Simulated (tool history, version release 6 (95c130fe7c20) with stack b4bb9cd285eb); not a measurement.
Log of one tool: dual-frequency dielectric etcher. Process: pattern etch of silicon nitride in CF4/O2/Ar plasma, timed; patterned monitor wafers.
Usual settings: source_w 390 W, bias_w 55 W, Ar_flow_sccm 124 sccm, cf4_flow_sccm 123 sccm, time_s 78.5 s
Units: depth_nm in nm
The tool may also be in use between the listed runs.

run,hour,source_w,bias_w,Ar_flow_sccm,cf4_flow_sccm,time_s,wafers since the last listed run,hours since the last wet clean,hours since the last source power generator calibration,hours since the last bias power generator calibration,hours since the last Ar flow controller change,hours since the last CF4 flow controller change,hours since the last upper electrode change,hours since the gauge calibration,"read-back reference wafer on the same gauge, depth_nm",depth_nm
1,0.0,390,55,124,123,78.5,0,327.7,1868.8,2505.7,4744.7,2221.3,3766.8,250.2,114.1,116.6
2,30.3,390,55,124,123,78.5,272,358.0,1899.1,2536.0,4775.0,2251.6,3797.1,280.5,114.0,115.4
# hour 48.1: bias power generator calibrated
3,62.7,390,55,124,123,78.5,255,390.4,1931.5,14.6,4807.4,2284.0,3829.5,312.9,114.0,115.2
4,91.8,390,55,124,123,78.5,261,419.5,1960.6,43.7,4836.5,2313.1,3858.6,342.0,114.0,114.9
5,110.1,340,55,124,123,78.5,164,437.8,1978.9,62.0,4854.8,2331.4,3876.9,360.3,113.9,108.9
6,125.9,340,55,124,123,78.5,142,453.6,1994.7,77.8,4870.6,2347.2,3892.7,376.1,114.0,108.3
7,144.8,340,55,124,123,78.5,169,472.5,2013.6,96.7,4889.5,2366.1,3911.6,395.0,114.1,107.1
# hour 166.6: Ar flow controller replaced
8,174.0,390,55,98,134,58.0,208,501.7,2042.8,125.9,7.4,2395.3,3940.8,424.2,113.9,86.7
9,202.1,390,55,124,144,91.0,252,529.8,2070.9,154.0,35.5,2423.4,3968.9,452.3,114.1,132.4
# hour 227.4: wet clean of the chamber
10,229.4,390,55,124,139,78.5,29,2.0,2098.2,181.3,62.8,2450.7,3996.2,479.6,114.1,119.2
11,261.9,320,59,124,123,78.5,292,34.5,2130.7,213.8,95.3,2483.2,4028.7,512.1,114.0,113.0
# hour 272.3: gauge calibrated
# hour 273.6: CF4 flow controller replaced
# hour 279.2: source power generator calibrated
12,295.1,320,59,124,123,78.5,208,67.7,15.9,247.0,128.5,21.5,4061.9,22.8,113.9,111.2
13,329.1,390,69,124,123,78.5,305,101.7,49.9,281.0,162.5,55.5,4095.9,56.8,114.0,127.3
14,360.7,350,55,124,123,78.5,284,133.3,81.5,312.6,194.1,87.1,4127.5,88.4,114.0,111.7
# hour 384.7: upper electrode replaced
15,385.2,390,55,124,141,70.5,4,157.8,106.0,337.1,218.6,111.6,0.5,112.9,114.0,106.4
16,400.9,390,46,124,123,78.5,141,173.5,121.7,352.8,234.3,127.3,16.2,128.6,114.0,109.1
17,434.2,390,55,124,104,78.5,299,206.8,155.0,386.1,267.6,160.6,49.5,161.9,114.0,115.1
18,465.8,340,51,124,95,68.5,284,238.4,186.6,417.7,299.2,192.2,81.1,193.5,113.9,90.9
19,497.2,390,55,124,123,78.5,282,269.8,218.0,449.1,330.6,223.6,112.5,224.9,114.1,116.1
20,531.6,350,55,124,123,87.5,309,304.2,252.4,483.5,365.0,258.0,146.9,259.3,114.0,121.6
21,567.1,390,55,151,115,87.5,319,339.7,287.9,519.0,400.5,293.5,182.4,294.8,114.0,126.2

4 ways to go on from here, each from the tool as it stands after run 21. What would each give?
A,567.5,390,55,110,123,78.5,3,340.1,288.3,519.4,400.9,293.9,182.8,295.2,?,?
B,567.5,390,55,124,123,61.0,3,340.1,288.3,519.4,400.9,293.9,182.8,295.2,?,?
C,567.5,390,55,124,107,78.5,3,340.1,288.3,519.4,400.9,293.9,182.8,295.2,?,?
D,567.5,390,43,134,148,78.5,3,340.1,288.3,519.4,400.9,293.9,182.8,295.2,?,?

run,"read-back reference wafer on the same gauge, depth_nm",depth_nm
A,114.0,115.8
B,114.0,89.3
C,114.0,113.4
D,114.0,107.8
Without the tool's hidden state the same runs would have given:
run,depth_nm
A,119.2
B,91.9
C,116.7
D,110.9
